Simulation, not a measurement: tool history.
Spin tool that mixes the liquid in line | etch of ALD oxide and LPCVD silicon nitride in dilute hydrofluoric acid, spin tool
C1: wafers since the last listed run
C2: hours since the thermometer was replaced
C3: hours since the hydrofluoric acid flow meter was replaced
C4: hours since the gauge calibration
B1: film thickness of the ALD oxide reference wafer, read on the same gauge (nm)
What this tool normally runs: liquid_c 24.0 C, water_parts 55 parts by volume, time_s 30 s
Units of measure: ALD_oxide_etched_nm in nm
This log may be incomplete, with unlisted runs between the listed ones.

run 1 hour=0.0 | liquid_c=24.0 water_parts=55 time_s=30 | C1=0 C2=2732.4 C3=1075.7 C4=1575.8 | B1=110.00 | ALD_oxide_etched_nm=9.99
run 2 hour=75.1 | liquid_c=24.0 water_parts=55 time_s=30 | C1=1072 C2=2807.5 C3=1150.8 C4=1650.9 | B1=109.99 | ALD_oxide_etched_nm=10.07
run 3 hour=155.5 | liquid_c=24.0 water_parts=55 time_s=30 | C1=1148 C2=2887.9 C3=1231.2 C4=1731.3 | B1=110.02 | ALD_oxide_etched_nm=10.07
run 4 hour=249.9 | liquid_c=24.0 water_parts=55 time_s=30 | C1=1348 C2=2982.3 C3=1325.6 C4=1825.7 | B1=109.99 | ALD_oxide_etched_nm=9.82
run 5 hour=330.6 | liquid_c=24.0 water_parts=55 time_s=30 | C1=1152 C2=3063.0 C3=1406.3 C4=1906.4 | B1=109.99 | ALD_oxide_etched_nm=9.86
run 6 hour=423.1 | liquid_c=24.0 water_parts=55 time_s=30 | C1=1321 C2=3155.5 C3=1498.8 C4=1998.9 | B1=110.01 | ALD_oxide_etched_nm=9.88
-- hour=449.2 hydrofluoric acid flow meter replaced
run 7 hour=520.0 | liquid_c=24.0 water_parts=55 time_s=30 | C1=1370 C2=3252.4 C3=70.8 C4=2095.8 | B1=110.01 | ALD_oxide_etched_nm=9.84
run 8 hour=571.6 | liquid_c=24.0 water_parts=55 time_s=30 | C1=737 C2=3304.0 C3=122.4 C4=2147.4 | B1=109.99 | ALD_oxide_etched_nm=9.85
-- hour=593.3 thermometer replaced
run 9 hour=630.2 | liquid_c=24.0 water_parts=55 time_s=30 | C1=822 C2=36.9 C3=181.0 C4=2206.0 | B1=110.01 | ALD_oxide_etched_nm=10.70
-- hour=645.8 gauge calibrated
run 10 hour=667.7 | liquid_c=24.0 water_parts=55 time_s=30 | C1=535 C2=74.4 C3=218.5 C4=21.9 | B1=110.00 | ALD_oxide_etched_nm=10.57
run 11 hour=738.2 | liquid_c=27.5 water_parts=55 time_s=30 | C1=1007 C2=144.9 C3=289.0 C4=92.4 | B1=109.99 | ALD_oxide_etched_nm=12.37
run 12 hour=785.4 | liquid_c=24.0 water_parts=55 time_s=30 | C1=674 C2=192.1 C3=336.2 C4=139.6 | B1=109.99 | ALD_oxide_etched_nm=10.59
run 13 hour=870.4 | liquid_c=24.0 water_parts=55 time_s=30 | C1=1214 C2=277.1 C3=421.2 C4=224.6 | B1=110.00 | ALD_oxide_etched_nm=10.53
run 14 hour=924.3 | liquid_c=22.0 water_parts=75 time_s=15 | C1=770 C2=331.0 C3=475.1 C4=278.5 | B1=109.98 | ALD_oxide_etched_nm=3.46
run 15 hour=1028.3 | liquid_c=28.0 water_parts=70 time_s=15 | C1=1485 C2=435.0 C3=579.1 C4=382.5 | B1=109.99 | ALD_oxide_etched_nm=4.81
run 16 hour=1120.5 | liquid_c=20.0 water_parts=55 time_s=30 | C1=1317 C2=527.2 C3=671.3 C4=474.7 | B1=110.01 | ALD_oxide_etched_nm=9.08
run 17 hour=1170.6 | liquid_c=25.5 water_parts=55 time_s=30 | C1=715 C2=577.3 C3=721.4 C4=524.8 | B1=110.02 | ALD_oxide_etched_nm=11.19
run 18 hour=1259.7 | liquid_c=25.5 water_parts=55 time_s=30 | C1=1272 C2=666.4 C3=810.5 C4=613.9 | B1=110.00 | ALD_oxide_etched_nm=11.13
run 19 hour=1319.9 | liquid_c=22.0 water_parts=35 time_s=30 | C1=860 C2=726.6 C3=870.7 C4=674.1 | B1=110.00 | ALD_oxide_etched_nm=15.45
run 20 hour=1389.1 | liquid_c=19.5 water_parts=70 time_s=50 | C1=988 C2=795.8 C3=939.9 C4=743.3 | B1=109.98 | ALD_oxide_etched_nm=11.03
run 21 hour=1426.3 | liquid_c=24.0 water_parts=70 time_s=45 | C1=531 C2=833.0 C3=977.1 C4=780.5 | B1=109.99 | ALD_oxide_etched_nm=12.11
run 22 hour=1472.9 | liquid_c=24.0 water_parts=55 time_s=30 | C1=665 C2=879.6 C3=1023.7 C4=827.1 | B1=110.01 | ALD_oxide_etched_nm=10.48
run 23 hour=1574.5 | liquid_c=24.0 water_parts=55 time_s=30 | C1=1451 C2=981.2 C3=1125.3 C4=928.7 | B1=110.00 | ALD_oxide_etched_nm=10.39
-- hour=1629.2 hydrofluoric acid flow meter replaced
run 24 hour=1641.5 | liquid_c=24.0 water_parts=55 time_s=20 | C1=942 C2=1048.2 C3=12.3 C4=995.7 | B1=110.01 | ALD_oxide_etched_nm=6.92
run 25 hour=1726.8 | liquid_c=20.5 water_parts=35 time_s=20 | C1=1218 C2=1133.5 C3=97.6 C4=1081.0 | B1=110.02 | ALD_oxide_etched_nm=9.58
run 26 hour=1825.4 | liquid_c=24.0 water_parts=55 time_s=15 | C1=1408 C2=1232.1 C3=196.2 C4=1179.6 | B1=110.00 | ALD_oxide_etched_nm=5.23
run 27 hour=1901.2 | liquid_c=21.5 water_parts=65 time_s=40 | C1=1082 C2=1307.9 C3=272.0 C4=1255.4 | B1=110.01 | ALD_oxide_etched_nm=10.37

How the hidden state differs across the entries between the runs, from the last listed run before each to the first after it:
After run 6, before run 7: hydrofluoric acid flow meter replaced (hour 449.2)
  liquid colder than its thermometer reads (K): 1.94 -> 2
  what was measured, less what the result would be without the hidden state, ALD_oxide_etched_nm: -0.82 -> -0.84 nm
After run 8, before run 9: thermometer replaced (hour 593.3)
  liquid colder than its thermometer reads (K): 2.03 -> 0.0435
  what was measured, less what the result would be without the hidden state, ALD_oxide_etched_nm: -0.86 -> -0.02 nm
After run 9, before run 10: gauge calibrated (hour 645.8)
  liquid colder than its thermometer reads (K): 0.0435 -> 0.0652
  what was measured, less what the result would be without the hidden state, ALD_oxide_etched_nm: -0.02 -> -0.03 nm
After run 23, before run 24: hydrofluoric acid flow meter replaced (hour 1629.2)
  liquid colder than its thermometer reads (K): 0.591 -> 0.629
  what was measured, less what the result would be without the hidden state, ALD_oxide_etched_nm: -0.26 -> -0.18 nm

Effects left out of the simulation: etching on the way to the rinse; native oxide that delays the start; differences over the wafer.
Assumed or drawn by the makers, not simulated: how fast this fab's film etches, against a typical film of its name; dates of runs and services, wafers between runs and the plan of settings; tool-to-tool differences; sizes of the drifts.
